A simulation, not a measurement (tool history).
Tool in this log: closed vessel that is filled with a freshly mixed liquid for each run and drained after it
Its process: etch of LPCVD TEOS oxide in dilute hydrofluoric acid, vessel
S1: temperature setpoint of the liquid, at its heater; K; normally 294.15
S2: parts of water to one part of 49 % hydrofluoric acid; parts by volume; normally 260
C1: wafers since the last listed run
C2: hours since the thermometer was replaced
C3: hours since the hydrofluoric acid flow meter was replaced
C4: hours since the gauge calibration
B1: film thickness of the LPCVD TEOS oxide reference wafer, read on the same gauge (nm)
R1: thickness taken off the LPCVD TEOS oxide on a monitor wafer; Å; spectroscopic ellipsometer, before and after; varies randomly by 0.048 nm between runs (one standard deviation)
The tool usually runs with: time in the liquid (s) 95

run 1 day=0 | S1=294.15 S2=260 time_in_the_liquid_(s)=95 | C1=0 C2=541.5 C3=1390.7 C4=134.1 | B1=40.03 | R1=69.2
-- day=0.554 thermometer replaced
run 2 day=2.329 | S1=294.15 S2=260 time_in_the_liquid_(s)=95 | C1=6607 C2=42.6 C3=1446.6 C4=190 | B1=40 | R1=64.4
run 3 day=4.342 | S1=294.15 S2=260 time_in_the_liquid_(s)=60 | C1=5813 C2=90.9 C3=1494.9 C4=238.3 | B1=39.97 | R1=41.6
run 4 day=7.242 | S1=294.15 S2=260 time_in_the_liquid_(s)=60 | C1=8377 C2=160.5 C3=1564.5 C4=307.9 | B1=40.01 | R1=41
run 5 day=13.046 | S1=294.15 S2=260 time_in_the_liquid_(s)=60 | C1=16766 C2=299.8 C3=1703.8 C4=447.2 | B1=40.01 | R1=42.2
run 6 day=14.908 | S1=294.15 S2=260 time_in_the_liquid_(s)=95 | C1=5380 C2=344.5 C3=1748.5 C4=491.9 | B1=40 | R1=68.5
run 7 day=16.675 | S1=294.15 S2=260 time_in_the_liquid_(s)=95 | C1=5103 C2=386.9 C3=1790.9 C4=534.3 | B1=40.02 | R1=68.6
run 8 day=19.225 | S1=294.15 S2=260 time_in_the_liquid_(s)=95 | C1=7366 C2=448.1 C3=1852.1 C4=595.5 | B1=39.98 | R1=69
run 9 day=22.062 | S1=296.65 S2=260 time_in_the_liquid_(s)=115 | C1=8196 C2=516.2 C3=1920.2 C4=663.6 | B1=40 | R1=92.7
-- day=22.317 hydrofluoric acid flow meter replaced
-- day=22.346 thermometer replaced
run 10 day=24.262 | S1=294.15 S2=345 time_in_the_liquid_(s)=95 | C1=6158 C2=46 C3=46.7 C4=716.4 | B1=39.99 | R1=44.6
run 11 day=27.838 | S1=294.15 S2=345 time_in_the_liquid_(s)=95 | C1=10327 C2=131.8 C3=132.5 C4=802.2 | B1=40.03 | R1=45.5
run 12 day=30.046 | S1=294.15 S2=345 time_in_the_liquid_(s)=95 | C1=6379 C2=184.8 C3=185.5 C4=855.2 | B1=40.02 | R1=45.9
run 13 day=32.004 | S1=294.15 S2=220 time_in_the_liquid_(s)=95 | C1=5657 C2=231.8 C3=232.5 C4=902.2 | B1=40.02 | R1=81.6
run 14 day=33.288 | S1=296.15 S2=260 time_in_the_liquid_(s)=95 | C1=3707 C2=262.6 C3=263.3 C4=933 | B1=39.99 | R1=72.2
run 15 day=34.354 | S1=294.15 S2=385 time_in_the_liquid_(s)=80 | C1=3081 C2=288.2 C3=288.9 C4=958.6 | B1=40 | R1=33.8
run 16 day=36.821 | S1=290.65 S2=140 time_in_the_liquid_(s)=95 | C1=7125 C2=347.4 C3=348.1 C4=1017.8 | B1=40 | R1=125.1

Run 17 comes next. What will it give?
-- day=37.204 gauge calibrated
run 17 day=38.792 | S1=294.15 S2=315 time_in_the_liquid_(s)=120 | C1=5693 C2=394.7 C3=395.4 C4=38.1 | B1=? | R1=?

B1: 40.05
R1: 67.3 Å
With no hidden state in the tool, this same run would have given R1 62.8 Å.
